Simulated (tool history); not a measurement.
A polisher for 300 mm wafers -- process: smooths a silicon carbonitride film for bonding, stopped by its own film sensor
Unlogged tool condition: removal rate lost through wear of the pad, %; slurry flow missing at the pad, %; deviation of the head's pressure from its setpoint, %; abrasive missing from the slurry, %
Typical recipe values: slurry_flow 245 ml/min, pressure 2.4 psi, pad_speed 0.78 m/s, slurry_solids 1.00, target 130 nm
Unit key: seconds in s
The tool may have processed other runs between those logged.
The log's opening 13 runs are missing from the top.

run	hour	slurry_flow	pressure	pad_speed	slurry_solids	target	wafers since the last listed run	wafers polished on this pad	hours since the slurry nozzle was cleaned	hours since the head pressure was calibrated	hours since the slurry blender was calibrated	incoming thickness of the incoming film, nm	seconds
14	186.1	245	2.4	0.78	1.00	130	104	380	161.7	167.1	93.2	150.9	79.9
15	197.9	245	1.9	0.78	1.00	126	71	451	173.5	178.9	105.0	149.8	104.4
# hour 210.5: slurry blender recalibrated
16	211.0	210	3.0	0.78	1.00	135	66	518	186.6	192.0	0.5	151.2	55.1
17	222.6	245	2.4	0.78	1.00	130	69	588	198.2	203.6	12.1	148.7	71.3
18	230.9	245	2.4	0.78	1.00	130	49	638	206.5	211.9	20.4	148.0	69.5
19	245.4	205	2.4	0.78	1.00	130	87	725	221.0	226.4	34.9	149.4	76.2
# hour 254.1: worn pad replaced by a new one
20	258.4	245	2.4	0.78	1.25	130	54	26	234.0	239.4	47.9	148.4	64.7
# hour 273.6: slurry nozzle cleaned
21	305.0	245	2.4	0.86	1.00	123	274	300	31.4	286.0	94.5	149.4	93.5
22	321.5	225	2.9	0.78	1.00	130	99	399	47.9	302.5	111.0	150.4	69.5
23	333.0	245	2.4	0.78	1.00	130	69	469	59.4	314.0	122.5	151.6	82.2
24	345.2	220	2.4	0.78	1.00	130	73	542	71.6	326.2	134.7	150.5	81.0
# hour 356.3: slurry blender recalibrated
25	360.0	245	2.4	0.78	1.00	130	77	619	86.4	341.0	3.7	150.9	81.2
26	373.3	245	2.4	0.78	1.00	130	80	699	99.7	354.3	17.0	150.8	80.2
27	389.0	245	2.4	0.78	1.00	128	94	794	115.4	370.0	32.7	148.9	79.9
# hour 397.2: worn pad replaced by a new one
28	397.7	245	2.4	0.78	1.00	132	28	3	124.1	378.7	41.4	149.8	69.1
29	402.9	245	2.4	0.78	1.00	130	31	34	129.3	383.9	46.6	150.9	81.4
30	414.0	245	2.4	0.52	0.80	130	66	101	140.4	395.0	57.7	149.9	115.1
31	424.6	245	2.4	0.78	1.00	130	63	165	151.0	405.6	68.3	150.3	77.2

Forecast each of these 3 alternatives for the next run:
A	425.1	245	2.4	0.78	1.00	133	3	168	151.5	406.1	68.8	153.1	?
B	425.1	245	2.4	0.78	0.85	135	3	168	151.5	406.1	68.8	153.1	?
C	425.1	245	2.4	0.78	1.20	137	3	168	151.5	406.1	68.8	153.1	?

run	seconds
A	77.6
B	74.8
C	58.0
With the hidden condition removed and each run's random variation left untouched, the same runs would have given:
run	seconds
A	77.6
B	74.8
C	58.0
